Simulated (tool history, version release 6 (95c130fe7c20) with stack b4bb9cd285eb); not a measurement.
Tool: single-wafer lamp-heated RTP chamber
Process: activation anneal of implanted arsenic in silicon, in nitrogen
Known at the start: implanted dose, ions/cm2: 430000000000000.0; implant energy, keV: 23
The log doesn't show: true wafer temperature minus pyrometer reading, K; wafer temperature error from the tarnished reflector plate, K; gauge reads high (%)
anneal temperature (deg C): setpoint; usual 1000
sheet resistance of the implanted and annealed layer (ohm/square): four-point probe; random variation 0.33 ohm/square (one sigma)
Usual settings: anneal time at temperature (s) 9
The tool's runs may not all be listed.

run   hour  anneal temperature (deg C)  anneal time at temperature (s)  wafers since the last listed run  wafers since the last pyrometer calibration  wafers since the reflector plate was cleaned  hours since the gauge calibration  read-back reference wafer on the same gauge, sheet resistance  sheet resistance of the implanted and annealed layer (ohm/square)
  1    0.0                        1000                               9                                 0                                         3103                                          3103                               82.4                                                         216.04                                                             218.89
  2   31.9                        1000                               9                               452                                         3556                                          3556                              114.3                                                         215.95                                                             217.86
  3   50.3                        1000                               9                               261                                         3818                                          3818                              132.7                                                         216.00                                                             218.45
  4   78.1                        1000                               9                               394                                         4212                                          4212                              160.5                                                         215.94                                                             217.42
  5   93.5                        1000                               9                               218                                         4431                                          4431                              175.9                                                         215.74                                                             218.19
     107.4  -- pyrometer window cleaned and pyrometer calibrated
  6  128.4                        1000                               5                               381                                          298                                          4813                              210.8                                                         215.70                                                             220.06
  7  156.1                        1000                               5                               393                                          691                                          5206                              238.5                                                         215.55                                                             219.27
  8  188.3                        1000                               5                               457                                         1148                                          5663                              270.7                                                         215.38                                                             219.00
  9  217.1                         986                               7                               408                                         1557                                          6072                              299.5                                                         215.17                                                             218.49
 10  239.6                         986                               7                               319                                         1877                                          6392                              322.0                                                         215.01                                                             218.68
     249.6  -- reflector plate cleaned
 11  266.3                         986                               7                               265                                         2142                                           237                              348.7                                                         214.85                                                             218.95
 12  320.6                        1000                               9                               771                                         2913                                          1008                              403.0                                                         214.41                                                             216.28
 13  348.5                         978                              13                               396                                         3309                                          1404                              430.9                                                         214.21                                                             216.14
     356.2  -- gauge calibrated
     364.0  -- pyrometer window cleaned and pyrometer calibrated
 14  367.1                        1018                               9                               150                                           44                                          1554                               10.9                                                         215.82                                                             216.55
 15  390.0                        1000                               5                               325                                          369                                          1880                               33.8                                                         215.80                                                             219.60
 16  416.5                         986                               6                               376                                          745                                          2256                               60.3                                                         215.83                                                             220.15
 17  493.5                        1000                              13                              1093                                         1839                                          3349                              137.3                                                         215.62                                                             216.17
 18  522.4                        1022                               4                               410                                         2249                                          3760                              166.2                                                         215.59                                                             219.40
 19  558.2                        1009                               9                               508                                         2757                                          4268                              202.0                                                         215.41                                                             216.87
 20  584.3                        1000                               5                               370                                         3128                                          4638                              228.1                                                         215.25                                                             218.67
 21  602.2                         971                               7                               254                                         3382                                          4893                              246.0                                                         215.21                                                             219.46
     613.1  -- pyrometer window cleaned and pyrometer calibrated
 22  625.6                        1018                               9                               218                                          177                                          5111                              269.4                                                         215.08                                                             215.47
     662.1  -- reflector plate cleaned
 23  662.6                         992                               4                               411                                          589                                             7                              306.4                                                         214.82                                                             219.95
 24  689.9                        1000                               9                               387                                          976                                           395                              333.7                                                         214.60                                                             216.55

Some steps in sheet resistance of the implanted and annealed layer (ohm/square) between neighbouring runs. How much of each would the tool show without its hidden state too (settings, what came in, random variation), and how much is left for the hidden state, with any gauge scatter that isn't in both results?
Run 11 -> 12: anneal temperature (deg C) 986 -> 1000, anneal time at temperature (s) 7 -> 9. sheet resistance of the implanted and annealed layer (ohm/square) -2.67: hidden state -0.41, all else -2.26.
Run 13 -> 14: anneal temperature (deg C) 978 -> 1018, anneal time at temperature (s) 13 -> 9, gauge calibrated, pyrometer window cleaned and pyrometer calibrated. sheet resistance of the implanted and annealed layer (ohm/square) +0.41: hidden state +1.66, all else -1.25.
Run 21 -> 22: anneal temperature (deg C) 971 -> 1018, anneal time at temperature (s) 7 -> 9, pyrometer window cleaned and pyrometer calibrated. sheet resistance of the implanted and annealed layer (ohm/square) -3.99: hidden state -0.11, all else -3.88.
Run 22 -> 23: anneal temperature (deg C) 1018 -> 992, anneal time at temperature (s) 9 -> 4, reflector plate cleaned. sheet resistance of the implanted and annealed layer (ohm/square) +4.48: hidden state -0.24, all else +4.72.
